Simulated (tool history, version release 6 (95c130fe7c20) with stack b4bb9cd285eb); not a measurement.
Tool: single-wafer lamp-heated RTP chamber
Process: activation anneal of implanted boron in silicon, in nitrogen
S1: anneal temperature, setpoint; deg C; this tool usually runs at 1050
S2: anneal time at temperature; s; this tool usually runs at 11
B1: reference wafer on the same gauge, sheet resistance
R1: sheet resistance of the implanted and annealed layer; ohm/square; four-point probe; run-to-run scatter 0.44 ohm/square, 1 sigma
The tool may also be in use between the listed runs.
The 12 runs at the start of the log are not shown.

run	hour	S1	S2	B1	R1
13	152.0	1067	8	103.04	108.67
14	164.0	1067	8	103.07	109.33
15	172.4	1034	11	102.95	113.70
16	184.2	1050	11	103.07	110.39
17	195.0	1050	11	103.03	111.15
# hour 218.1: pyrometer window cleaned and pyrometer calibrated
18	245.3	1050	11	102.82	112.68
19	256.4	1026	16	103.00	116.87
20	266.4	1069	8	102.98	110.32
21	277.3	1050	11	103.08	113.34
22	288.5	1078	7	103.01	109.30
# hour 303.4: reflector plate cleaned
23	304.0	1037	8	102.96	116.67
24	321.3	1023	7	103.17	121.42
# hour 331.6: gauge calibrated
25	334.8	1050	11	102.92	113.14
26	342.9	1066	16	102.83	107.35
27	355.3	1026	13	102.99	116.06
28	373.0	1076	11	103.07	107.27
29	383.3	1034	7	102.94	117.36
30	394.9	1037	7	102.93	116.95
31	412.1	1040	8	103.04	116.07
32	429.4	1078	6	102.99	108.34
33	436.1	1026	13	102.95	115.94
34	450.7	1032	9	103.04	116.69
35	458.9	1034	7	103.04	116.50
36	475.3	1050	6	103.01	114.12
37	491.4	1074	7	103.15	107.39

4 ways to go on from here, each from the tool as it stands after run 37. What would each give?
A	491.8	1041	11	?	?
B	491.8	1059	16	?	?
C	491.8	1028	11	?	?
D	491.8	1050	16	?	?

run	B1	R1
A	103.12	112.82
B	103.12	107.23
C	103.12	115.82
D	103.12	108.74
With the hidden condition removed and each run's random variation left untouched, the same runs would have given:
run	R1
A	115.18
B	108.98
C	118.41
D	110.85

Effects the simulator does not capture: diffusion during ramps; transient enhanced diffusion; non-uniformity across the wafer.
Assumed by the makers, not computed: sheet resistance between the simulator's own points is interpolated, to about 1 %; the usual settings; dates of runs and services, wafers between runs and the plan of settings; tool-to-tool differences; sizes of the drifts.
